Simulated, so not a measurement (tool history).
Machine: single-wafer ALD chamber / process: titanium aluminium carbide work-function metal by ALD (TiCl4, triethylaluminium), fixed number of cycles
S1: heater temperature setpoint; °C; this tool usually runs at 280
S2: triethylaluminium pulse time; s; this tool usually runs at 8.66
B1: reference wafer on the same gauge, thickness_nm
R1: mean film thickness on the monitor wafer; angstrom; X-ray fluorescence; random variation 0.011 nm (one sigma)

| run | hour | S1 | S2 | B1 | R1 |
|---|---|---|---|---|---|
| 1 | 0 | 280 | 8.66 | 1.521 | 18.13 |
| 2 | 21.1 | 285 | 9.61 | 1.519 | 18.93 |
| 3 | 44.6 | 285 | 9.61 | 1.518 | 19.02 |
| 4 | 125.6 | 285 | 9.61 | 1.519 | 19.02 |
| 5 | 138.9 | 280 | 8.66 | 1.519 | 18.16 |
| 6 | 167.8 | 280 | 8.66 | 1.519 | 18.04 |
| 7 | 199.3 | 280 | 8.66 | 1.521 | 18.08 |
|  | 212.8 | triethylaluminium bottle replaced |
| 8 | 233.1 | 294 | 6.06 | 1.519 | 18.73 |
|  | 272.5 | gauge calibrated |
| 9 | 287.1 | 269 | 10.89 | 1.515 | 17.83 |
| 10 | 309.8 | 294 | 8.66 | 1.519 | 19.79 |
|  | 318.8 | thermocouple changed; heater temperature recalibrated |
|  | 334.1 | showerhead replaced |
| 11 | 334.6 | 268 | 10.92 | 1.517 | 17.75 |
| 12 | 358.8 | 285 | 9.61 | 1.521 | 18.85 |
| 13 | 385.1 | 280 | 6.92 | 1.522 | 17.76 |
| 14 | 413.3 | 284 | 10.57 | 1.52 | 18.92 |
| 15 | 430.6 | 292 | 5.93 | 1.517 | 18.18 |

Branching from run 15: 3 alternative next runs. What would each branch give?
| A | 431 | 280 | 8.66 | ? | ? |
| B | 431 | 286 | 10.17 | ? | ? |
| C | 431 | 288 | 5.23 | ? | ? |

| run | B1 | R1 |
|---|---|---|
| A | 1.517 | 18.3 |
| B | 1.517 | 19.17 |
| C | 1.517 | 17.66 |
Stripped of hidden state, with their random variation kept, the same runs would have yielded:
| run | R1 |
|---|---|
| A | 18.3 |
| B | 19.17 |
| C | 17.66 |

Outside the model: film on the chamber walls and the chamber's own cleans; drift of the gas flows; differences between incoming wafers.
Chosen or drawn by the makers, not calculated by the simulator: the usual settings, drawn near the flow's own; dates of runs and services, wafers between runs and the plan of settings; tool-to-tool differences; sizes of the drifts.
